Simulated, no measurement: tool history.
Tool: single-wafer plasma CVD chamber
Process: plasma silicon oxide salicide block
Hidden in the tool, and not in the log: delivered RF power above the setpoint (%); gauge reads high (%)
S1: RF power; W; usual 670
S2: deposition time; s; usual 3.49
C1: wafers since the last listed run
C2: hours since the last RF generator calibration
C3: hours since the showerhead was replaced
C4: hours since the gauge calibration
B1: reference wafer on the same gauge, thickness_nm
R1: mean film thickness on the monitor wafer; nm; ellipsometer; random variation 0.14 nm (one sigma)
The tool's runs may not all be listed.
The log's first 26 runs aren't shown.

run    hour   S1    S2    C1     C2      C3     C4      B1      R1
 27   687.3  735  3.49   243  918.8  6375.6  244.2  44.423  38.783
      698.0  -- showerhead replaced
 28   723.1  785  4.03   516  954.6    25.1  280.0  44.420  45.971
 29   735.1  630  3.20   222  966.6    37.1  292.0  44.362  33.692
      761.0  -- RF generator calibrated
 30   761.5  565  3.49   341    0.5    63.5  318.4  44.398  36.156
 31   852.7  565  3.49  1693   91.7   154.7  409.6  44.401  35.921
 32   874.6  790  2.83   406  113.6   176.6  431.5  44.424  32.831
 33   901.2  670  3.49   494  140.2   203.2  458.1  44.406  38.199
 34   930.8  670  3.78   549  169.8   232.8  487.7  44.372  41.219
 35   945.2  730  3.49   267  184.2   247.2  502.1  44.394  39.513
 36   971.3  585  3.93   484  210.3   273.3  528.2  44.443  41.172
 37  1003.4  670  3.49   596  242.4   305.4  560.3  44.427  38.052
 38  1038.7  765  3.49   655  277.7   340.7  595.6  44.438  39.919
 39  1072.8  725  3.49   633  311.8   374.8  629.7  44.465  39.205
 40  1177.9  555  3.02  1951  416.9   479.9  734.8  44.362  30.824
 41  1205.3  620  3.73   508  444.3   507.3  762.2  44.352  39.641
 42  1238.4  670  3.49   614  477.4   540.4  795.3  44.348  38.067
 43  1258.6  805  3.15   375  497.6   560.6  815.5  44.439  36.809
 44  1298.5  670  3.76   741  537.5   600.5  855.4  44.406  41.256
 45  1331.2  610  3.24   607  570.2   633.2  888.1  44.441  34.075

3 ways to go on from here, each from the tool as it stands after run 45. What would each give?
  A  1331.6  670  3.49   7  570.6  633.6  888.5   ?   ?
  B  1331.6  610  3.07   7  570.6  633.6  888.5   ?   ?
  C  1331.6  610  3.78   7  570.6  633.6  888.5   ?   ?

run      B1      R1
  A  44.455  37.952
  B  44.455  32.252
  C  44.455  39.711
Without the tool's hidden state the same runs would have given:
run      R1
  A  38.219
  B  32.479
  C  39.990
